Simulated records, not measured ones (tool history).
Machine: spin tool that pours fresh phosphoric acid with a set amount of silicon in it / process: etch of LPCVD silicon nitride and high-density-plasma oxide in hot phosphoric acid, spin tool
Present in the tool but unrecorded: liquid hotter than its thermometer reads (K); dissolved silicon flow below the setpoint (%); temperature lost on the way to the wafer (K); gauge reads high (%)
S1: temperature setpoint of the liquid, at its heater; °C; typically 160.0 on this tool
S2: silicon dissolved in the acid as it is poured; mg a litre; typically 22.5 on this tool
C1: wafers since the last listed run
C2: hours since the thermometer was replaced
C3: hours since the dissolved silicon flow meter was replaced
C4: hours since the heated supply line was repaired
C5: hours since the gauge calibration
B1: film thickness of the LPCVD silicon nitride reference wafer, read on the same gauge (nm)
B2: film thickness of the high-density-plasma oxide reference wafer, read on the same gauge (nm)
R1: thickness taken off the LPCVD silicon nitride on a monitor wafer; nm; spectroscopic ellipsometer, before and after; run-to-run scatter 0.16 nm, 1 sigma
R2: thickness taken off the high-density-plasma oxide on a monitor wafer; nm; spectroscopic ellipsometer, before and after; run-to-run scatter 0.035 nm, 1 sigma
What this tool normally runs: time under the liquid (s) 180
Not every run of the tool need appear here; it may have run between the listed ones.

run 1 hour=0.0 | S1=160.0 S2=13.5 time_under_the_liquid_(s)=180 | C1=0 C2=1102.6 C3=1399.3 C4=2917.1 C5=767.3 | B1=130.01 B2=140.001 | R1=17.98 R2=0.360
run 2 hour=24.7 | S1=160.0 S2=13.5 time_under_the_liquid_(s)=180 | C1=238 C2=1127.3 C3=1424.0 C4=2941.8 C5=792.0 | B1=130.01 B2=140.000 | R1=18.02 R2=0.291
run 3 hour=76.5 | S1=160.0 S2=22.5 time_under_the_liquid_(s)=180 | C1=499 C2=1179.1 C3=1475.8 C4=2993.6 C5=843.8 | B1=130.00 B2=140.010 | R1=18.08 R2=0.197
-- hour=113.5 heated supply line repaired
run 4 hour=126.2 | S1=160.0 S2=22.5 time_under_the_liquid_(s)=180 | C1=469 C2=1228.8 C3=1525.5 C4=12.7 C5=893.5 | B1=130.03 B2=140.008 | R1=18.14 R2=0.223
-- hour=128.5 dissolved silicon flow meter replaced
run 5 hour=182.7 | S1=160.0 S2=22.5 time_under_the_liquid_(s)=180 | C1=535 C2=1285.3 C3=54.2 C4=69.2 C5=950.0 | B1=130.01 B2=139.976 | R1=18.10 R2=0.173
-- hour=201.1 gauge calibrated
run 6 hour=216.7 | S1=160.0 S2=22.5 time_under_the_liquid_(s)=180 | C1=327 C2=1319.3 C3=88.2 C4=103.2 C5=15.6 | B1=130.00 B2=139.995 | R1=18.21 R2=0.172
run 7 hour=251.5 | S1=160.0 S2=22.5 time_under_the_liquid_(s)=180 | C1=335 C2=1354.1 C3=123.0 C4=138.0 C5=50.4 | B1=130.00 B2=139.985 | R1=18.17 R2=0.281
run 8 hour=306.3 | S1=160.0 S2=22.5 time_under_the_liquid_(s)=135 | C1=528 C2=1408.9 C3=177.8 C4=192.8 C5=105.2 | B1=130.00 B2=139.980 | R1=13.76 R2=0.123
run 9 hour=366.3 | S1=160.0 S2=22.5 time_under_the_liquid_(s)=285 | C1=578 C2=1468.9 C3=237.8 C4=252.8 C5=165.2 | B1=129.96 B2=139.990 | R1=28.20 R2=0.404
run 10 hour=400.4 | S1=160.0 S2=22.5 time_under_the_liquid_(s)=180 | C1=328 C2=1503.0 C3=271.9 C4=286.9 C5=199.3 | B1=129.97 B2=139.992 | R1=17.98 R2=0.147
run 11 hour=471.9 | S1=157.5 S2=22.5 time_under_the_liquid_(s)=180 | C1=689 C2=1574.5 C3=343.4 C4=358.4 C5=270.8 | B1=129.98 B2=140.022 | R1=16.64 R2=0.163
run 12 hour=499.9 | S1=161.0 S2=8.5 time_under_the_liquid_(s)=180 | C1=270 C2=1602.5 C3=371.4 C4=386.4 C5=298.8 | B1=130.00 B2=140.033 | R1=18.96 R2=0.364
run 13 hour=535.5 | S1=158.0 S2=12.5 time_under_the_liquid_(s)=210 | C1=343 C2=1638.1 C3=407.0 C4=422.0 C5=334.4 | B1=130.02 B2=140.009 | R1=20.05 R2=0.278
run 14 hour=563.5 | S1=160.0 S2=8.0 time_under_the_liquid_(s)=285 | C1=270 C2=1666.1 C3=435.0 C4=450.0 C5=362.4 | B1=130.00 B2=139.990 | R1=28.63 R2=0.549
-- hour=599.3 thermometer replaced
run 15 hour=609.4 | S1=160.0 S2=33.5 time_under_the_liquid_(s)=75 | C1=433 C2=10.1 C3=480.9 C4=495.9 C5=408.3 | B1=129.97 B2=140.004 | R1=7.54 R2=0.056
run 16 hour=678.8 | S1=160.0 S2=22.5 time_under_the_liquid_(s)=180 | C1=669 C2=79.5 C3=550.3 C4=565.3 C5=477.7 | B1=129.98 B2=140.016 | R1=18.01 R2=0.218
run 17 hour=729.2 | S1=160.0 S2=22.5 time_under_the_liquid_(s)=110 | C1=486 C2=129.9 C3=600.7 C4=615.7 C5=528.1 | B1=130.02 B2=140.015 | R1=11.18 R2=0.122
run 18 hour=762.3 | S1=160.0 S2=36.5 time_under_the_liquid_(s)=180 | C1=319 C2=163.0 C3=633.8 C4=648.8 C5=561.2 | B1=129.99 B2=139.982 | R1=18.34 R2=0.119
run 19 hour=828.9 | S1=160.0 S2=22.5 time_under_the_liquid_(s)=180 | C1=642 C2=229.6 C3=700.4 C4=715.4 C5=627.8 | B1=129.99 B2=140.021 | R1=18.22 R2=0.173
run 20 hour=864.6 | S1=161.5 S2=22.5 time_under_the_liquid_(s)=285 | C1=344 C2=265.3 C3=736.1 C4=751.1 C5=663.5 | B1=129.99 B2=139.991 | R1=30.39 R2=0.471

Consider 5 possible next runs. They are alternatives, not a sequence: every one starts from the tool as it was left by run 20. What does each give?
run A hour=865.1 | S1=161.0 S2=22.5 time_under_the_liquid_(s)=180 | C1=4 C2=265.8 C3=736.6 C4=751.6 C5=664.0 | B1=? B2=? | R1=? R2=?
run B hour=865.1 | S1=157.0 S2=11.0 time_under_the_liquid_(s)=225 | C1=4 C2=265.8 C3=736.6 C4=751.6 C5=664.0 | B1=? B2=? | R1=? R2=?
run C hour=865.1 | S1=160.0 S2=4.5 time_under_the_liquid_(s)=180 | C1=4 C2=265.8 C3=736.6 C4=751.6 C5=664.0 | B1=? B2=? | R1=? R2=?
run D hour=865.1 | S1=159.0 S2=15.5 time_under_the_liquid_(s)=265 | C1=4 C2=265.8 C3=736.6 C4=751.6 C5=664.0 | B1=? B2=? | R1=? R2=?
run E hour=865.1 | S1=158.5 S2=14.5 time_under_the_liquid_(s)=245 | C1=4 C2=265.8 C3=736.6 C4=751.6 C5=664.0 | B1=? B2=? | R1=? R2=?

run=A B1=129.98 B2=140.008 R1=18.93 R2=0.221
run=B B1=129.98 B2=140.008 R1=20.67 R2=0.277
run=C B1=129.98 B2=140.008 R1=18.30 R2=0.319
run=D B1=129.98 B2=140.008 R1=26.05 R2=0.341
run=E B1=129.98 B2=140.008 R1=23.68 R2=0.311
Without the tool's hidden state the same runs would have given:
run=A R1=18.93 R2=0.221
run=B R1=20.67 R2=0.277
run=C R1=18.30 R2=0.319
run=D R1=26.05 R2=0.341
run=E R1=23.68 R2=0.311

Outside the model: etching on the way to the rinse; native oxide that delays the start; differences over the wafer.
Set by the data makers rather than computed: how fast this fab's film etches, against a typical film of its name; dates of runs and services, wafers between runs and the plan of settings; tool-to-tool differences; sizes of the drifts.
